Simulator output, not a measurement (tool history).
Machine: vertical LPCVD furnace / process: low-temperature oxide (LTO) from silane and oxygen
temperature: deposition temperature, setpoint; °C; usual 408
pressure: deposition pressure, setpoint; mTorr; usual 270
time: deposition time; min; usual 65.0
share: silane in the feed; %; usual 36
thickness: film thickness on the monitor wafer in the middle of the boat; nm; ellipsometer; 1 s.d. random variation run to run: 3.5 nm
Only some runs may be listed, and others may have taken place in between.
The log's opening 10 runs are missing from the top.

| run | hour | temperature | pressure | time | share | read-back reference wafer on the same gauge, thickness | thickness |
|---|---|---|---|---|---|---|---|
| 11 | 243.2 | 408 | 270 | 65.0 | 36 | 704.59 | 733.28 |
| 12 | 251.6 | 411 | 270 | 65.0 | 36 | 705.09 | 757.18 |
| 13 | 271.0 | 408 | 270 | 89.5 | 29 | 705.12 | 750.37 |
| 14 | 286.7 | 408 | 270 | 49.0 | 39 | 703.18 | 600.97 |
| 15 | 300.9 | 408 | 270 | 65.0 | 36 | 704.98 | 726.79 |
| 16 | 319.9 | 414 | 205 | 65.0 | 33 | 703.09 | 544.73 |
| 17 | 330.7 | 408 | 270 | 65.0 | 43 | 705.17 | 902.06 |
| 18 | 348.5 | 408 | 270 | 65.0 | 41 | 705.30 | 855.12 |
| 19 | 360.1 | 408 | 270 | 65.0 | 36 | 705.82 | 733.75 |
|  | 380.6 | gauge calibrated |
|  | 395.0 | pressure gauge zeroed |
| 20 | 428.4 | 408 | 270 | 56.5 | 36 | 706.06 | 611.51 |
| 21 | 447.2 | 408 | 320 | 65.0 | 32 | 707.32 | 706.73 |
| 22 | 460.2 | 408 | 300 | 65.0 | 39 | 704.60 | 854.06 |
| 23 | 477.1 | 405 | 270 | 65.0 | 36 | 705.56 | 675.79 |
| 24 | 495.2 | 408 | 270 | 54.5 | 36 | 704.49 | 583.46 |
| 25 | 513.4 | 408 | 270 | 65.0 | 36 | 704.77 | 688.15 |
| 26 | 525.1 | 408 | 270 | 51.5 | 36 | 705.88 | 551.16 |
| 27 | 544.3 | 408 | 270 | 72.5 | 40 | 703.78 | 889.60 |
| 28 | 558.8 | 417 | 270 | 65.0 | 36 | 707.17 | 766.52 |
| 29 | 577.2 | 408 | 270 | 65.0 | 36 | 704.26 | 695.15 |
| 30 | 596.2 | 408 | 270 | 83.0 | 36 | 704.38 | 894.42 |
| 31 | 612.9 | 408 | 270 | 65.0 | 36 | 704.46 | 700.34 |

Below are 4 alternative next runs, each starting from the tool's condition after run 31. Predict each:
| A | 618.6 | 408 | 270 | 65.0 | 36 | ? | ? |
| B | 618.6 | 401 | 320 | 82.5 | 36 | ? | ? |
| C | 618.6 | 399 | 290 | 39.0 | 41 | ? | ? |
| D | 618.6 | 400 | 270 | 41.0 | 36 | ? | ? |

| run | read-back reference wafer on the same gauge, thickness | thickness |
|---|---|---|
| A | 703.60 | 700.04 |
| B | 703.60 | 973.38 |
| C | 703.60 | 479.09 |
| D | 703.60 | 403.72 |
Without the tool's unlogged condition, the same runs would have read:
| run | thickness |
|---|---|
| A | 698.14 |
| B | 971.16 |
| C | 477.88 |
| D | 402.63 |

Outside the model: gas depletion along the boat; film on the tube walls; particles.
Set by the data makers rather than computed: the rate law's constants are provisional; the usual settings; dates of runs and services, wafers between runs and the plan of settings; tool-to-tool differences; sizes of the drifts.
